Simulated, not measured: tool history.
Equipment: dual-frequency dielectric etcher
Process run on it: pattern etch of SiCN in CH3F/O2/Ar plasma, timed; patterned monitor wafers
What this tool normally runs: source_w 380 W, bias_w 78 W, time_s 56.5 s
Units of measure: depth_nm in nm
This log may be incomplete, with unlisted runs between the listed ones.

| run | hour | source_w | bias_w | time_s | wafers since the last listed run | hours since the last wet clean | hours since the last source power generator calibration | hours since the last bias power generator calibration | hours since the last upper electrode change | hours since the gauge calibration | read-back reference wafer on the same gauge, depth_nm | depth_nm |
|---|---|---|---|---|---|---|---|---|---|---|---|---|
| 1 | 0.0 | 430 | 78 | 56.5 | 0 | 297.1 | 2136.4 | 2699.8 | 5407.4 | 41.3 | 24.11 | 22.55 |
| 2 | 7.0 | 430 | 78 | 56.5 | 72 | 304.1 | 2143.4 | 2706.8 | 5414.4 | 48.3 | 24.09 | 22.52 |
| 3 | 18.3 | 430 | 78 | 56.5 | 116 | 315.4 | 2154.7 | 2718.1 | 5425.7 | 59.6 | 24.10 | 22.43 |
| 4 | 30.8 | 380 | 78 | 56.5 | 129 | 327.9 | 2167.2 | 2730.6 | 5438.2 | 72.1 | 24.11 | 20.87 |
| 5 | 46.5 | 380 | 78 | 56.5 | 162 | 343.6 | 2182.9 | 2746.3 | 5453.9 | 87.8 | 24.08 | 20.78 |
| 6 | 58.8 | 380 | 78 | 56.5 | 127 | 355.9 | 2195.2 | 2758.6 | 5466.2 | 100.1 | 24.08 | 20.87 |
| 7 | 75.7 | 380 | 78 | 56.5 | 174 | 372.8 | 2212.1 | 2775.5 | 5483.1 | 117.0 | 24.10 | 20.94 |
| 8 | 93.0 | 380 | 78 | 56.5 | 178 | 390.1 | 2229.4 | 2792.8 | 5500.4 | 134.3 | 24.13 | 20.92 |
| 9 | 104.3 | 380 | 78 | 56.5 | 116 | 401.4 | 2240.7 | 2804.1 | 5511.7 | 145.6 | 24.10 | 20.87 |
| 10 | 120.2 | 380 | 78 | 56.5 | 164 | 417.3 | 2256.6 | 2820.0 | 5527.6 | 161.5 | 24.09 | 20.79 |
| 11 | 133.7 | 380 | 78 | 56.5 | 139 | 430.8 | 2270.1 | 2833.5 | 5541.1 | 175.0 | 24.14 | 20.90 |
| 12 | 147.9 | 380 | 78 | 56.5 | 146 | 445.0 | 2284.3 | 2847.7 | 5555.3 | 189.2 | 24.08 | 20.86 |
| 13 | 156.0 | 380 | 78 | 56.5 | 83 | 453.1 | 2292.4 | 2855.8 | 5563.4 | 197.3 | 24.11 | 20.88 |
| 14 | 165.5 | 380 | 78 | 56.5 | 98 | 462.6 | 2301.9 | 2865.3 | 5572.9 | 206.8 | 24.07 | 20.78 |
|  | 180.7 | bias power generator calibrated |
| 15 | 181.0 | 380 | 78 | 56.5 | 118 | 478.1 | 2317.4 | 0.3 | 5588.4 | 222.3 | 24.13 | 20.73 |
| 16 | 192.7 | 290 | 84 | 56.5 | 120 | 489.8 | 2329.1 | 12.0 | 5600.1 | 234.0 | 24.09 | 18.12 |
| 17 | 202.5 | 320 | 96 | 46.0 | 101 | 499.6 | 2338.9 | 21.8 | 5609.9 | 243.8 | 24.10 | 16.97 |
| 18 | 217.0 | 290 | 78 | 56.5 | 149 | 514.1 | 2353.4 | 36.3 | 5624.4 | 258.3 | 24.07 | 17.36 |
|  | 225.5 | gauge calibrated |
| 19 | 234.6 | 380 | 78 | 56.5 | 181 | 531.7 | 2371.0 | 53.9 | 5642.0 | 9.1 | 24.09 | 20.63 |
|  | 266.8 | wet clean of the chamber |
|  | 269.8 | source power generator calibrated |
|  | 275.4 | upper electrode replaced |
| 20 | 275.9 | 480 | 85 | 56.5 | 89 | 9.1 | 6.1 | 95.2 | 0.5 | 50.4 | 24.09 | 25.56 |
| 21 | 276.2 | 320 | 78 | 52.0 | 3 | 9.4 | 6.4 | 95.5 | 0.8 | 50.7 | 24.10 | 17.70 |
| 22 | 276.6 | 430 | 78 | 42.0 | 4 | 9.8 | 6.8 | 95.9 | 1.2 | 51.1 | 24.11 | 17.00 |

Run 23, settings as shown, results not yet in. Your forecast:
| 23 | 289.4 | 380 | 78 | 61.0 | 132 | 22.6 | 19.6 | 108.7 | 14.0 | 63.9 | ? | ? |

{"run 23": {"read-back reference wafer on the same gauge, depth_nm": 24.08, "depth_nm": 22.86}}
On a tool with no hidden condition, and with the same random variation, this run would have come out at depth_nm 22.85 nm.

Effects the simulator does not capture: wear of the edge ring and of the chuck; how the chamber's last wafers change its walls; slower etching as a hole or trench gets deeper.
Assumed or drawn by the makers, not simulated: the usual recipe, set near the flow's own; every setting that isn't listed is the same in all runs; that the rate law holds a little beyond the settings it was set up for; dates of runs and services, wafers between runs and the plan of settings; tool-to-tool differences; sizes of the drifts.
